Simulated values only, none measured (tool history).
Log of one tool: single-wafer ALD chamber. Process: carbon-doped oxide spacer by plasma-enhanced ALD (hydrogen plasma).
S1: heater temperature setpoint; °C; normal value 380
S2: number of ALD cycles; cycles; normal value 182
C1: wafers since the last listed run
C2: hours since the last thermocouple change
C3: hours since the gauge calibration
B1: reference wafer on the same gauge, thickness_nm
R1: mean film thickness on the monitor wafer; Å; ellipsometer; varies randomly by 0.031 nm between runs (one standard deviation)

| run | hour | S1 | S2 | C1 | C2 | C3 | B1 | R1 |
|---|---|---|---|---|---|---|---|---|
| 1 | 0 | 380 | 182 | 0 | 1180 | 1677.2 | 7.197 | 82.32 |
| 2 | 25.9 | 380 | 182 | 59 | 1205.9 | 1703.1 | 7.191 | 82.04 |
| 3 | 94.2 | 380 | 182 | 158 | 1274.2 | 1771.4 | 7.194 | 82.46 |
| 4 | 128.9 | 380 | 182 | 80 | 1308.9 | 1806.1 | 7.199 | 82.68 |
| 5 | 159.9 | 380 | 182 | 71 | 1339.9 | 1837.1 | 7.204 | 82.81 |
| 6 | 219.9 | 380 | 182 | 138 | 1399.9 | 1897.1 | 7.197 | 82.92 |
| 7 | 279.7 | 380 | 182 | 138 | 1459.7 | 1956.9 | 7.206 | 82.78 |
| 8 | 328.6 | 380 | 182 | 113 | 1508.6 | 2005.8 | 7.212 | 82.89 |
| 9 | 366.6 | 380 | 182 | 87 | 1546.6 | 2043.8 | 7.208 | 82.91 |
| 10 | 395.4 | 380 | 182 | 66 | 1575.4 | 2072.6 | 7.219 | 82.99 |
| 11 | 455.1 | 380 | 182 | 138 | 1635.1 | 2132.3 | 7.224 | 82.92 |
| 12 | 479.9 | 380 | 182 | 57 | 1659.9 | 2157.1 | 7.219 | 82.69 |
| 13 | 548.9 | 368 | 191 | 159 | 1728.9 | 2226.1 | 7.22 | 87.38 |
| 14 | 615.5 | 380 | 182 | 154 | 1795.5 | 2292.7 | 7.221 | 82.76 |
| 15 | 659.9 | 380 | 182 | 102 | 1839.9 | 2337.1 | 7.229 | 83.25 |
| 16 | 711.9 | 380 | 182 | 120 | 1891.9 | 2389.1 | 7.23 | 82.55 |
| 17 | 747.6 | 380 | 204 | 82 | 1927.6 | 2424.8 | 7.223 | 93.3 |
| 18 | 814.1 | 380 | 182 | 153 | 1994.1 | 2491.3 | 7.227 | 83.03 |
| 19 | 843.8 | 380 | 182 | 68 | 2023.8 | 2521 | 7.24 | 83.14 |
| 20 | 867.9 | 380 | 189 | 55 | 2047.9 | 2545.1 | 7.236 | 86.13 |
| 21 | 901.4 | 380 | 200 | 77 | 2081.4 | 2578.6 | 7.244 | 91.75 |
|  | 911.5 | gauge calibrated |
| 22 | 967.8 | 380 | 200 | 153 | 2147.8 | 56.3 | 7.113 | 90.03 |
| 23 | 1020.6 | 370 | 182 | 122 | 2200.6 | 109.1 | 7.129 | 81.99 |
| 24 | 1063 | 380 | 194 | 98 | 2243 | 151.5 | 7.131 | 87.19 |
| 25 | 1089.2 | 380 | 216 | 60 | 2269.2 | 177.7 | 7.116 | 96.8 |
| 26 | 1139.3 | 380 | 215 | 115 | 2319.3 | 227.8 | 7.13 | 96.67 |

Expected results for the next run?
|  | 1164.6 | thermocouple changed; heater temperature recalibrated |
| 27 | 1210.2 | 385 | 182 | 145 | 45.6 | 298.7 | ? | ? |

{"run 27": {"B1": 7.137, "R1": 81.8}}
On a tool with no hidden condition, and with the same random variation, this run would have come out at R1 81.42 Å.
